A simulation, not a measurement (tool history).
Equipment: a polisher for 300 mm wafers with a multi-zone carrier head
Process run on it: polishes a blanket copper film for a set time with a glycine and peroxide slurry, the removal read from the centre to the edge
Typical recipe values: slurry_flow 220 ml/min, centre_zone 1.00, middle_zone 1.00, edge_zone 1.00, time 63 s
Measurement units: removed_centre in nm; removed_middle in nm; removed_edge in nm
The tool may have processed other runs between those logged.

run   hour  slurry_flow  centre_zone  middle_zone  edge_zone  time  wafers since the last listed run  wafers polished on this pad  hours since the slurry nozzle was cleaned  hours since the centre zone pressure was calibrated  hours since the edge zone pressure was calibrated  hours since the carrier head's membrane was replaced  incoming thickness of the incoming film, nm  removed_centre  removed_middle  removed_edge
  1    0.0          220         1.00         1.00       1.00    63                                 0                          290                                      148.3                                                540.9                                              378.6                                                 914.8                                       1172.4           271.2           270.8         267.2
  2   10.4          220         1.00         1.00       1.00    63                               144                          435                                      158.7                                                551.3                                              389.0                                                 925.2                                       1152.1           265.2           268.2         263.5
  3   21.8          220         1.00         1.00       0.95    63                               158                          594                                      170.1                                                562.7                                              400.4                                                 936.6                                       1173.5           262.8           267.6         262.4
      33.4  -- centre zone pressure recalibrated
  4   38.9          220         1.00         1.00       1.00    63                               210                          804                                      187.2                                                  5.5                                              417.5                                                 953.7                                       1168.4           262.0           263.0         261.1
  5   55.3          220         1.00         1.00       1.07    77                               228                         1033                                      203.6                                                 21.9                                              433.9                                                 970.1                                       1157.1           335.1           320.6         336.2
      68.8  -- carrier head's membrane replaced by a new one
  6   69.2          220         1.00         1.00       1.00    63                               124                         1157                                      217.5                                                 35.8                                              447.8                                                   0.4                                       1167.8           260.1           258.5         261.3
  7   76.6          220         1.06         1.00       1.00    63                               103                         1260                                      224.9                                                 43.2                                              455.2                                                   7.8                                       1151.3           278.6           257.7         265.2
      81.5  -- worn pad replaced by a new one
  8   88.2          220         0.92         1.00       1.00    63                               105                           93                                      236.5                                                 54.8                                              466.8                                                  19.4                                       1170.7           245.4           258.1         262.0
     100.8  -- edge zone pressure recalibrated
  9  104.9          175         1.07         1.00       1.00    63                               204                          298                                      253.2                                                 71.5                                                4.1                                                  36.1                                       1179.8           269.1           252.4         253.9
 10  119.9          280         0.97         0.96       1.08    63                               209                          507                                      268.2                                                 86.5                                               19.1                                                  51.1                                       1186.8           260.1           260.5         276.7
 11  127.5          220         1.09         1.00       1.00    63                               105                          613                                      275.8                                                 94.1                                               26.7                                                  58.7                                       1176.9           280.5           257.7         264.8
 12  141.2          220         1.00         1.00       0.90    54                               190                          804                                      289.5                                                107.8                                               40.4                                                  72.4                                       1174.0           223.6           220.4         215.6
 13  154.9          280         0.97         0.96       1.08    63                               190                          995                                      303.2                                                121.5                                               54.1                                                  86.1                                       1169.9           263.1           256.8         275.6
 14  167.6          220         1.12         1.00       1.00    63                               176                         1172                                      315.9                                                134.2                                               66.8                                                  98.8                                       1170.9           284.8           256.3         256.6
 15  179.1          290         1.00         1.05       1.00    79                               160                         1332                                      327.4                                                145.7                                               78.3                                                 110.3                                       1147.8           342.3           347.6         331.1
     191.6  -- worn pad replaced by a new one
     206.8  -- slurry nozzle cleaned
 16  207.8          220         1.00         0.93       1.00    51                               330                          212                                        1.0                                                174.4                                              107.0                                                 139.0                                       1162.9           215.9           206.3         218.5
 17  216.9          220         1.00         0.90       1.00    63                               126                          338                                       10.1                                                183.5                                              116.1                                                 148.1                                       1168.9           276.0           247.5         269.2
 18  269.3          200         1.00         1.04       1.05    63                               730                         1069                                       62.5                                                235.9                                              168.5                                                 200.5                                       1178.2           273.6           274.1         271.7
 19  278.5          220         1.00         1.00       1.00    63                               128                         1197                                       71.7                                                245.1                                              177.7                                                 209.7                                       1145.2           269.6           267.4         267.9
     293.1  -- worn pad replaced by a new one
 20  297.6          285         0.90         1.00       1.00    63                               210                           62                                       90.8                                                264.2                                              196.8                                                 228.8                                       1178.5           249.9           275.7         272.6
 21  306.5          220         1.00         1.00       0.94    47                               124                          186                                       99.7                                                273.1                                              205.7                                                 237.7                                       1187.0           199.1           199.4         193.2
 22  318.4          180         1.00         1.00       1.00    63                               165                          352                                      111.6                                                285.0                                              217.6                                                 249.6                                       1191.0           261.1           259.7         262.7
 23  333.8          290         1.00         1.00       1.00    63                               214                          567                                      127.0                                                300.4                                              233.0                                                 265.0                                       1171.2           276.5           277.1         273.5

Measured less the same run without the tool's hidden state. The same run-to-run variation is in both; the gauge's scatter may not be:
Hidden conditions of the tool in this case: removal rate lost through wear of the pad, %; slurry flow missing at the pad, %; deviation of the centre zone's pressure from its setpoint, %; deviation of the edge zone's pressure from its setpoint, %.
run  removed_centre  removed_middle  removed_edge
  1            -6.6            -5.9          -4.4
  2            -6.9            -6.2          -4.6
  3            -7.3            -6.7          -4.8
  4            -8.0            -7.2          -5.3
  5           -11.2            -9.6          -7.4
  6            -9.3            -8.3          -6.2
  7           -10.4            -8.6          -6.6
  8            -9.7            -9.1          -6.9
  9           -13.6           -11.4          -8.2
 10            -9.8            -8.8          -7.0
 11           -13.3           -10.9          -8.3
 12           -11.2            -9.9          -7.2
 13           -11.5           -10.1          -8.1
 14           -15.9           -12.8          -9.4
 15           -16.1           -14.6         -10.5
 16            -0.4            -0.4          -0.3
 17            -0.8            -0.7          -0.5
 18            -2.8            -2.5          -1.8
 19            -2.9            -2.6          -1.9
 20            -2.7            -2.7          -2.0
 21            -2.9            -2.6          -1.9
 22            -4.9            -4.4          -3.3
 23            -4.1            -3.7          -2.8
